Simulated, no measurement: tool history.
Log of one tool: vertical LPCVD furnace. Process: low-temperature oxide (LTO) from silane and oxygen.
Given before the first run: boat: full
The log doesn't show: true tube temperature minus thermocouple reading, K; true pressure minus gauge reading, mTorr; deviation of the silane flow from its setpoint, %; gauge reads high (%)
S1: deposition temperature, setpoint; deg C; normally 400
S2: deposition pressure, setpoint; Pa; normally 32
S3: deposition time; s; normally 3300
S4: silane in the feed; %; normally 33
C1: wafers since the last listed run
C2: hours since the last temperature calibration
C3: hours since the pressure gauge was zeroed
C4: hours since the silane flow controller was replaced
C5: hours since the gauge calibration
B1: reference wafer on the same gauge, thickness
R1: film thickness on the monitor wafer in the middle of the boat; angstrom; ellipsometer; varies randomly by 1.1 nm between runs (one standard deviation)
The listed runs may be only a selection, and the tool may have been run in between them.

run    hour   S1    S2    S3  S4    C1      C2      C3      C4      C5      B1      R1
  1       0  400  35.3  3300  33     0  3394.2  1220.3  1891.3     450   517.9  5123.6
  2    80.2  400  35.3  3300  33   997  3474.4  1300.5  1971.5   530.2     518  5172.2
  3   186.9  400  35.3  3300  33  1327  3581.1  1407.2  2078.2   636.9  517.99  5163.1
  4   289.9  400    32  4050  33  1281  3684.1  1510.2  2181.2   739.9  517.99  5750.7
  5   347.1  400    32  3300  33   711  3741.3  1567.4  2238.4   797.1   518.2  4676.6
  6   407.9  400    32  3300  33   756  3802.1  1628.2  2299.2   857.9  518.01  4663.4
  7     500  400    32  3300  33  1145  3894.2  1720.3  2391.3     950  517.61  4673.1
  8   548.8  400    32  3300  33   607    3943  1769.1  2440.1   998.8  518.04  4678.8
  9   611.5  400    32  2430  30   780  4005.7  1831.8  2502.8  1061.5  518.18  3018.6
 10   660.2  400    32  2430  30   605  4054.4  1880.5  2551.5  1110.2  517.74  3006.2
 11   757.4  396    32  3780  33  1209  4151.6  1977.7  2648.7  1207.4  518.27  5152.5
 12   804.6  400    32  3300  33   587  4198.8  2024.9  2695.9  1254.6  518.34  4692.8
 13   989.7  400    32  3300  33  2302  4383.9    2210    2881  1439.7  517.97  4722.5
       1023  -- thermocouples replaced and temperature profile calibrated
     1064.8  -- pressure gauge zeroed
 14  1312.2  400    32  3300  33  3414   289.2   247.4  3203.5  1762.2  518.06  4624.9
 15  1410.5  400    32  3300  33  1222   387.5   345.7  3301.8  1860.5  518.15    4604
 16  1510.5  411  38.7  2550  28  1244   487.5   445.7  3401.8  1960.5  518.32  3868.5
 17  1579.1  391    32  4110  33   853   556.1   514.3  3470.4  2029.1  517.94  5199.1
     1705.3  -- silane flow controller replaced
 18  1705.8  390    32  4440  33  1277   682.8     641     0.5  2155.8  517.72    5541
 19  1757.7  400    38  3300  33   645   734.7   692.9    52.4  2207.7  517.95  5491.2
 20  1806.8  400    32  3300  33   610   783.8     742   101.5  2256.8  518.11  4644.3
     1858.5  -- gauge calibrated
 21  1886.6  400    32  3300  33   992   863.6   821.8   181.3    28.1  518.04  4630.3
 22  1933.3  400    32  2640  40   580   910.3   868.5     228    74.8  518.37  4758.9
 23  2036.3  400    36  3300  38  1281  1013.3   971.5     331   177.8  517.86  6294.4
 24  2126.2  392    32  2850  33  1118  1103.2  1061.4   420.9   267.7  518.03  3657.4
 25  2213.5  400    32  3300  33  1086  1190.5  1148.7   508.2     355  518.03  4637.9
 26  2258.3  400    38  3300  33   557  1235.3  1193.5     553   399.8  517.74  5509.9
 27  2298.9  412  39.3  2190  39   505  1275.9  1234.1   593.6   440.4  517.72  5376.6
 28  2374.4  400    36  4290  39   939  1351.4  1309.6   669.1   515.9  518.03  8488.9
 29  2465.6  404    30  2580  33  1134  1442.6  1400.8   760.3   607.1  518.03  3605.3
 30  2537.3  400    32  3300  33   891  1514.3  1472.5     832   678.8  517.58  4671.5

State the hidden condition of the tool at each of the runs:
true tube temperature minus thermocouple reading, K: 0 at every run
deviation of the silane flow from its setpoint, %: 0 at every run
gauge reads high (%): 0 at every run
H1: true pressure minus gauge reading, mTorr
run     H1
  1   3.31
  2   3.54
  3   3.84
  4   4.13
  5   4.29
  6   4.46
  7   4.71
  8   4.85
  9   5.03
 10   5.16
 11   5.44
 12   5.57
 13   6.09
 14  0.692
 15  0.967
 16   1.25
 17   1.44
 18   1.79
 19   1.94
 20   2.08
 21    2.3
 22   2.43
 23   2.72
 24   2.97
 25   3.22
 26   3.34
 27   3.46
 28   3.67
 29   3.92
 30   4.12
